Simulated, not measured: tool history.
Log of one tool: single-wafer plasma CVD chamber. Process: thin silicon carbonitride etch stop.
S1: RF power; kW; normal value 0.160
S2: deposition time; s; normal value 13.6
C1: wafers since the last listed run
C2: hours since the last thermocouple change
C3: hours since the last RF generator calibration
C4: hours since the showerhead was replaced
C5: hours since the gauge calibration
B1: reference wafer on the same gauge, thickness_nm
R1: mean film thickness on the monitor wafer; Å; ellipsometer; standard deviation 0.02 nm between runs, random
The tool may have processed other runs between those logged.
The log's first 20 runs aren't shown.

run	hour	S1	S2	C1	C2	C3	C4	C5	B1	R1
21	1533.1	0.145	11.9	5980	1215.8	1968.5	945.8	2757.6	8.856	61.95
22	1572.4	0.150	16.1	1275	1255.1	2007.8	985.1	2796.9	8.850	84.72
# hour 1614.2: thermocouple changed; heater temperature recalibrated
23	1649.5	0.135	11.5	2242	35.3	2084.9	1062.2	2874.0	8.844	58.74
# hour 1690.6: gauge calibrated
# hour 1724.6: RF generator calibrated
24	1725.1	0.145	12.1	2193	110.9	0.5	1137.8	34.5	8.848	64.47
25	1813.9	0.145	13.6	2881	199.7	89.3	1226.6	123.3	8.842	72.78
26	1859.4	0.185	12.3	1476	245.2	134.8	1272.1	168.8	8.851	69.56
27	1941.9	0.145	16.1	2677	327.7	217.3	1354.6	251.3	8.855	86.09
28	2016.6	0.190	16.2	2424	402.4	292.0	1429.3	326.0	8.855	92.90
29	2057.6	0.185	13.6	1330	443.4	333.0	1470.3	367.0	8.849	77.54
30	2119.1	0.160	13.6	1995	504.9	394.5	1531.8	428.5	8.849	74.14
31	2160.1	0.165	12.5	1330	545.9	435.5	1572.8	469.5	8.851	68.85
32	2235.0	0.140	10.9	2430	620.8	510.4	1647.7	544.4	8.851	57.27
33	2324.1	0.170	13.6	2891	709.9	599.5	1736.8	633.5	8.841	75.22
34	2397.9	0.190	15.3	2394	783.7	673.3	1810.6	707.3	8.855	87.50
35	2480.5	0.160	14.8	2680	866.3	755.9	1893.2	789.9	8.857	80.65

Below are 4 alternative next runs, each starting from the tool's condition after run 35. Predict each:
A	2480.9	0.160	13.6	12	866.7	756.3	1893.6	790.3	?	?
B	2480.9	0.160	16.0	12	866.7	756.3	1893.6	790.3	?	?
C	2480.9	0.180	15.4	12	866.7	756.3	1893.6	790.3	?	?
D	2480.9	0.170	15.1	12	866.7	756.3	1893.6	790.3	?	?

run	B1	R1
A	8.846	74.22
B	8.846	87.31
C	8.846	86.69
D	8.846	83.72
With no hidden state in the tool, these same runs would have given:
run	R1
A	74.58
B	87.75
C	87.12
D	84.14

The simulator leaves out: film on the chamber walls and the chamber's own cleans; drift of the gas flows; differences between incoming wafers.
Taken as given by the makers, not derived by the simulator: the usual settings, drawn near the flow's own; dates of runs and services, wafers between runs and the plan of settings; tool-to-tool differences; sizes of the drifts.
